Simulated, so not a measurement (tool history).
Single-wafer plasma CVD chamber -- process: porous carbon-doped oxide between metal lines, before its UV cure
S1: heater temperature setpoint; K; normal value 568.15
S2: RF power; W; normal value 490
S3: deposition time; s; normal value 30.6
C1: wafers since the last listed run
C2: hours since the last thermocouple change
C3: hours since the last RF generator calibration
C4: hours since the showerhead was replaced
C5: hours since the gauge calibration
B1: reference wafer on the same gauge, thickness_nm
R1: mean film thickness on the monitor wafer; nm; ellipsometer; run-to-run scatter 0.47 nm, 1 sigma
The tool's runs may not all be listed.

run   hour      S1   S2    S3   C1      C2      C3      C4     C5       B1       R1
  1    0.0  568.15  530  30.6    0  1543.3   975.3  7391.8   99.4  178.957  162.220
  2   13.9  568.15  530  30.6  169  1557.2   989.2  7405.7  113.3  178.953  162.448
  3   48.9  568.15  530  30.6  427  1592.2  1024.2  7440.7  148.3  178.979  162.067
  4   73.5  568.15  490  30.6  300  1616.8  1048.8  7465.3  172.9  179.011  155.843
  5  104.7  568.15  490  30.6  381  1648.0  1080.0  7496.5  204.1  179.051  157.376
  6  126.8  568.15  490  30.6  270  1670.1  1102.1  7518.6  226.2  179.054  155.427
  7  147.3  568.15  490  30.6  250  1690.6  1122.6  7539.1  246.7  179.037  156.686
  8  177.2  568.15  490  30.6  365  1720.5  1152.5  7569.0  276.6  179.052  155.706
     205.2  -- RF generator calibrated
  9  213.0  568.15  490  30.6  339  1756.3     7.8  7604.8  312.4  179.021  163.042
 10  250.8  558.15  405  25.3  461  1794.1    45.6  7642.6  350.2  179.016  133.973

Run 11 comes next. What will it give?
 11  269.0  582.15  490  28.7  222  1812.3  63.8  7660.8  368.4   ?   ?

B1: 179.012
R1: 139.761 nm
Were there no unlogged condition in the tool, this run, its random variation unchanged, would have produced R1 140.092 nm.

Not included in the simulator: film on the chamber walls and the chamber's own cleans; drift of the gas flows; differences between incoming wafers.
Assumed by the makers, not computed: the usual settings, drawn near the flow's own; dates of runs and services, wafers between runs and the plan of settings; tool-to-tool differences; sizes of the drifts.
